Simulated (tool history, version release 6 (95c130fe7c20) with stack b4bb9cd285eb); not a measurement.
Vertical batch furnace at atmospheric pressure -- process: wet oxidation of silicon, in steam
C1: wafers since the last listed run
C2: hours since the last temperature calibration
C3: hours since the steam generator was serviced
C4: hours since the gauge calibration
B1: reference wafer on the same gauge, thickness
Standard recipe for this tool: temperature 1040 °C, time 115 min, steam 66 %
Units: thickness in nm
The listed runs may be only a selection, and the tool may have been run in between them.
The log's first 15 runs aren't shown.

Run 16, hour 255.5: usual settings but temperature 1058 °C; C1 160; C2 74.6; C3 3120; C4 578.7; B1 501.07. Result: thickness 626.2 nm.
At hour 287.6: gauge calibrated.
Run 17, hour 293.7: usual settings but temperature 1048 °C, time 158 min, steam 71 %; C1 329; C2 112.8; C3 3158.2; C4 6.1; B1 500.44. Result: thickness 754.86 nm.
Run 18, hour 317.8: usual settings but temperature 1016 °C, time 75.5 min, steam 73 %; C1 207; C2 136.9; C3 3182.3; C4 30.2; B1 500.87. Result: thickness 416.6 nm.
Run 19, hour 338.3: usual settings but time 82.5 min; C1 176; C2 157.4; C3 3202.8; C4 50.7; B1 501.7. Result: thickness 472.2 nm.
Run 20, hour 360.7: usual settings; C1 193; C2 179.8; C3 3225.2; C4 73.1; B1 500.71. Result: thickness 577.49 nm.
Run 21, hour 376.3: usual settings but time 140.5 min, steam 58 %; C1 134; C2 195.4; C3 3240.8; C4 88.7; B1 501.03. Result: thickness 598.52 nm.
Run 22, hour 399.7: usual settings but temperature 1049 °C, steam 55 %; C1 201; C2 218.8; C3 3264.2; C4 112.1; B1 501.16. Result: thickness 539.49 nm.
Run 23, hour 449.1: usual settings but time 137 min, steam 57 %; C1 425; C2 268.2; C3 3313.6; C4 161.5; B1 500.89. Result: thickness 583.01 nm.
At hour 475.8: steam generator serviced.
Run 24, hour 476.3: usual settings; C1 27; C2 295.4; C3 0.5; C4 188.7; B1 500.57. Result: thickness 602.53 nm.
Run 25, hour 482.7: usual settings but temperature 1015 °C; C1 55; C2 301.8; C3 6.9; C4 195.1; B1 501.02. Result: thickness 529.01 nm.
Run 26, hour 494.4: usual settings but steam 63 %; C1 100; C2 313.5; C3 18.6; C4 206.8; B1 500.92. Result: thickness 586.62 nm.
Run 27, hour 517.5: usual settings; C1 199; C2 336.6; C3 41.7; C4 229.9; B1 501.64. Result: thickness 603.49 nm.
Run 28, hour 534: usual settings but temperature 1065 °C, time 158 min; C1 142; C2 353.1; C3 58.2; C4 246.4; B1 500.99. Result: thickness 810.17 nm.
Run 29, hour 614.8: usual settings but time 137 min, steam 57 %; C1 696; C2 433.9; C3 139; C4 327.2; B1 500.69. Result: thickness 613.32 nm.
Run 30, hour 641.5: usual settings; C1 230; C2 460.6; C3 165.7; C4 353.9; B1 500.61. Result: thickness 604.26 nm.
Run 31, hour 651.5: usual settings; C1 86; C2 470.6; C3 175.7; C4 363.9; B1 500.84. Result: thickness 602.59 nm.
Run 32, hour 664.6: usual settings; C1 112; C2 483.7; C3 188.8; C4 377; B1 500.97. Result: thickness 601.1 nm.
Run 33, hour 691.6: usual settings but temperature 1033 °C; C1 232; C2 510.7; C3 215.8; C4 404; B1 501.27. Result: thickness 583.6 nm.
Run 34, hour 703: usual settings but time 79 min; C1 98; C2 522.1; C3 227.2; C4 415.4; B1 500.69. Result: thickness 483.5 nm.
Run 35, hour 717.7: usual settings but temperature 1015 °C, time 129.5 min, steam 74 %; C1 126; C2 536.8; C3 241.9; C4 430.1; B1 501.22. Result: thickness 608.72 nm.
Run 36, hour 738.3: usual settings but temperature 1047 °C, time 135 min, steam 73 %; C1 177; C2 557.4; C3 262.5; C4 450.7; B1 501.58. Result: thickness 723.85 nm.
Run 37, hour 759.3: usual settings but temperature 1021 °C, time 150.5 min, steam 58 %; C1 180; C2 578.4; C3 283.5; C4 471.7; B1 501.17. Result: thickness 596.19 nm.

Each row is a separate what-if for the run after 37, all from the same tool condition, not one after another. Results?
Run A, hour 765.8: usual settings but time 137.5 min; C1 56; C2 584.9; C3 290; C4 478.2; B1 ?. Result: thickness ?.
Run B, hour 765.8: usual settings but temperature 1030 °C, time 168.5 min, steam 62 %; C1 56; C2 584.9; C3 290; C4 478.2; B1 ?. Result: thickness ?.
Run C, hour 765.8: usual settings but temperature 1025 °C, time 170 min, steam 58 %; C1 56; C2 584.9; C3 290; C4 478.2; B1 ?. Result: thickness ?.
Run D, hour 765.8: usual settings but time 94 min; C1 56; C2 584.9; C3 290; C4 478.2; B1 ?. Result: thickness ?.
Run E, hour 765.8: usual settings but temperature 1022 °C, time 62 min, steam 77 %; C1 56; C2 584.9; C3 290; C4 478.2; B1 ?. Result: thickness ?.

run      B1  thickness
  A  501.39     669.41
  B  501.39     692.59
  C  501.39     652.81
  D  501.39     535.18
  E  501.39     412.94
The same runs, with their run-to-run variation unchanged, on a tool lacking any hidden condition would have given:
run  thickness
  A     671.05
  B      694.3
  C     654.43
  D     536.52
  E     414.02
